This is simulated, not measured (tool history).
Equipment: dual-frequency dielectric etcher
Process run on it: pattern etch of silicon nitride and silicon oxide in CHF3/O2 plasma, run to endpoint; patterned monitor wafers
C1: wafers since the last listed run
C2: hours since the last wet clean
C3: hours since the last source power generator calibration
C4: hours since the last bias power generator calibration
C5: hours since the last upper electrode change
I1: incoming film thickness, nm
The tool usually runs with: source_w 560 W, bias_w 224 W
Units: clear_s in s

Run 1, day 0: usual settings but source_w 630 W; C1 0; C2 167.8; C3 3453.7; C4 3121.5; C5 1846.1; I1 249.8. Result: clear_s 142.7 s.
Run 2, day 0.642: usual settings but source_w 670 W, bias_w 239 W; C1 81; C2 183.2; C3 3469.1; C4 3136.9; C5 1861.5; I1 248.3. Result: clear_s 136.5 s.
Run 3, day 1.608: usual settings but source_w 670 W, bias_w 239 W; C1 123; C2 206.4; C3 3492.3; C4 3160.1; C5 1884.7; I1 250.5. Result: clear_s 137.2 s.
Run 4, day 2.771: usual settings; C1 148; C2 234.3; C3 3520.2; C4 3188; C5 1912.6; I1 250.3. Result: clear_s 148.9 s.
Run 5, day 4.079: usual settings; C1 166; C2 265.7; C3 3551.6; C4 3219.4; C5 1944; I1 250. Result: clear_s 148.2 s.
Run 6, day 5.221: usual settings; C1 145; C2 293.1; C3 3579; C4 3246.8; C5 1971.4; I1 249.9. Result: clear_s 147.1 s.
Run 7, day 5.804: usual settings; C1 74; C2 307.1; C3 3593; C4 3260.8; C5 1985.4; I1 247.4. Result: clear_s 145.8 s.
Run 8, day 6.862: usual settings but bias_w 199 W; C1 135; C2 332.5; C3 3618.4; C4 3286.2; C5 2010.8; I1 246.1. Result: clear_s 149.6 s.
Run 9, day 8.2: usual settings but bias_w 199 W; C1 170; C2 364.6; C3 3650.5; C4 3318.3; C5 2042.9; I1 248.8. Result: clear_s 150.2 s.
Run 10, day 9.646: usual settings but source_w 610 W; C1 184; C2 399.3; C3 3685.2; C4 3353; C5 2077.6; I1 248.2. Result: clear_s 140.6 s.
At day 10.871: wet clean of the chamber.
Run 11, day 10.892: usual settings but source_w 610 W; C1 31; C2 0.5; C3 3715.1; C4 3382.9; C5 2107.5; I1 250.5. Result: clear_s 145.7 s.
Run 12, day 11.862: usual settings; C1 123; C2 23.8; C3 3738.4; C4 3406.2; C5 2130.8; I1 246.9. Result: clear_s 148.7 s.
Run 13, day 12.938: usual settings; C1 137; C2 49.6; C3 3764.2; C4 3432; C5 2156.6; I1 246.6. Result: clear_s 148.7 s.
Run 14, day 14.154: usual settings but bias_w 259 W; C1 155; C2 78.8; C3 3793.4; C4 3461.2; C5 2185.8; I1 252.2. Result: clear_s 146.5 s.
Run 15, day 15.425: usual settings but bias_w 259 W; C1 162; C2 109.3; C3 3823.9; C4 3491.7; C5 2216.3; I1 250.9. Result: clear_s 145.3 s.
Run 16, day 16.562: usual settings but bias_w 259 W; C1 145; C2 136.6; C3 3851.2; C4 3519; C5 2243.6; I1 249.1. Result: clear_s 144.1 s.
Run 17, day 17.208: usual settings but source_w 450 W, bias_w 265 W; C1 82; C2 152.1; C3 3866.7; C4 3534.5; C5 2259.1; I1 250.1. Result: clear_s 156.1 s.
Run 18, day 18.65: usual settings but bias_w 269 W; C1 184; C2 186.7; C3 3901.3; C4 3569.1; C5 2293.7; I1 248.5. Result: clear_s 141.6 s.
At day 19.842: upper electrode replaced.
Run 19, day 19.862: usual settings but source_w 510 W; C1 27; C2 215.8; C3 3930.4; C4 3598.2; C5 0.5; I1 251. Result: clear_s 154.9 s.
Run 20, day 20.779: usual settings but source_w 430 W, bias_w 200 W; C1 116; C2 237.8; C3 3952.4; C4 3620.2; C5 22.5; I1 246.1. Result: clear_s 166.2 s.
At day 21.871: source power generator calibrated.
Run 21, day 21.883: usual settings but source_w 420 W, bias_w 279 W; C1 119; C2 264.3; C3 0.3; C4 3646.7; C5 49; I1 248.1. Result: clear_s 155.3 s.
Run 22, day 22.783: usual settings but source_w 670 W; C1 114; C2 285.9; C3 21.9; C4 3668.3; C5 70.6; I1 249.8. Result: clear_s 137.4 s.
Run 23, day 23.371: usual settings but source_w 470 W, bias_w 177 W; C1 74; C2 300; C3 36; C4 3682.4; C5 84.7; I1 252.3. Result: clear_s 167.7 s.
Run 24, day 24.333: usual settings but source_w 510 W, bias_w 180 W; C1 122; C2 323.1; C3 59.1; C4 3705.5; C5 107.8; I1 247.2. Result: clear_s 159.3 s.
Run 25, day 25.083: usual settings but source_w 670 W; C1 95; C2 341.1; C3 77.1; C4 3723.5; C5 125.8; I1 252.4. Result: clear_s 137.6 s.
Run 26, day 25.758: usual settings but source_w 480 W, bias_w 208 W; C1 86; C2 357.3; C3 93.3; C4 3739.7; C5 142; I1 248.7. Result: clear_s 158.5 s.
Run 27, day 26.975: usual settings but source_w 460 W, bias_w 204 W; C1 155; C2 386.5; C3 122.5; C4 3768.9; C5 171.2; I1 249.6. Result: clear_s 161 s.
At day 27.962: bias power generator calibrated.
Run 28, day 28.088: usual settings; C1 120; C2 413.2; C3 149.2; C4 3; C5 197.9; I1 246.7. Result: clear_s 142.8 s.
Run 29, day 29.442: usual settings but source_w 620 W, bias_w 259 W; C1 172; C2 445.7; C3 181.7; C4 35.5; C5 230.4; I1 251.7. Result: clear_s 135.3 s.
At day 30.867: wet clean of the chamber.
Run 30, day 30.888: usual settings but source_w 450 W, bias_w 265 W; C1 56; C2 0.5; C3 216.4; C4 70.2; C5 265.1; I1 249.4. Result: clear_s 158.7 s.
Run 31, day 31.967: usual settings but source_w 630 W, bias_w 194 W; C1 137; C2 26.4; C3 242.3; C4 96.1; C5 291; I1 248.9. Result: clear_s 149.9 s.
Run 32, day 33.45: usual settings but source_w 420 W, bias_w 279 W; C1 189; C2 62; C3 277.9; C4 131.7; C5 326.6; I1 250.1. Result: clear_s 160.2 s.
Run 33, day 33.971: usual settings but source_w 470 W, bias_w 248 W; C1 66; C2 74.5; C3 290.4; C4 144.2; C5 339.1; I1 246.2. Result: clear_s 157 s.
Run 34, day 35.108: usual settings but source_w 610 W, bias_w 185 W; C1 145; C2 101.8; C3 317.7; C4 171.5; C5 366.4; I1 249.7. Result: clear_s 153.6 s.
Run 35, day 35.879: usual settings but source_w 680 W, bias_w 210 W; C1 98; C2 120.3; C3 336.2; C4 190; C5 384.9; I1 248.8. Result: clear_s 140.8 s.

Alternative continuations, all from the tool just after run 35; predict every row:
Run A, day 35.9: usual settings but bias_w 172 W; C1 2; C2 120.8; C3 336.7; C4 190.5; C5 385.4; I1 250.8. Result: clear_s ?.
Run B, day 35.9: usual settings but source_w 420 W, bias_w 257 W; C1 2; C2 120.8; C3 336.7; C4 190.5; C5 385.4; I1 250.8. Result: clear_s ?.
Run C, day 35.9: usual settings but source_w 600 W; C1 2; C2 120.8; C3 336.7; C4 190.5; C5 385.4; I1 250.8. Result: clear_s ?.
Run D, day 35.9: usual settings but bias_w 194 W; C1 2; C2 120.8; C3 336.7; C4 190.5; C5 385.4; I1 250.8. Result: clear_s ?.

run  clear_s
  A      161
  B    163.5
  C    147.5
  D    156.7
Take away the tool's hidden state, keep each run's random variation, and the runs would have read:
run  clear_s
  A    162.5
  B      165
  C    148.8
  D    158.2
